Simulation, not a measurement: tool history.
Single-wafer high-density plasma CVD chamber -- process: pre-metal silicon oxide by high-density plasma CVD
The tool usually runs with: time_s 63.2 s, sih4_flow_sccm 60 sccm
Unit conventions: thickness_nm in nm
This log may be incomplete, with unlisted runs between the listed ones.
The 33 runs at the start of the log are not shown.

run    hour  time_s  sih4_flow_sccm  read-back reference wafer on the same gauge, thickness_nm  thickness_nm
 34  2557.4    63.2              70                                                    298.934       398.750
 35  2598.9    56.5              49                                                    298.835       248.489
 36  2897.9    54.6              50                                                    299.120       244.549
 37  2957.0    71.8              54                                                    299.267       347.364
 38  3042.4    63.2              67                                                    298.753       380.179
 39  3080.3    55.6              64                                                    299.025       320.654
 40  3187.6    71.2              60                                                    298.628       384.302
 41  3252.6    67.7              60                                                    298.735       364.091
 42  3341.1    63.2              52                                                    298.947       294.074
 43  3429.3    63.2              66                                                    298.809       373.376
 44  3502.8    67.5              54                                                    298.914       326.320

4 ways to go on from here, each from the tool as it stands after run 44. What would each give?
  A  3503.2    63.2              60                                                          ?             ?
  B  3503.2    54.5              64                                                          ?             ?
  C  3503.2    71.6              63                                                          ?             ?
  D  3503.2    53.1              54                                                          ?             ?

run  read-back reference wafer on the same gauge, thickness_nm  thickness_nm
  A                                                    299.107       338.902
  B                                                    299.107       311.732
  C                                                    299.107       403.143
  D                                                    299.107       256.268
Take away the tool's hidden state, keep each run's random variation, and the runs would have read:
run  thickness_nm
  A       343.311
  B       315.788
  C       408.388
  D       259.602
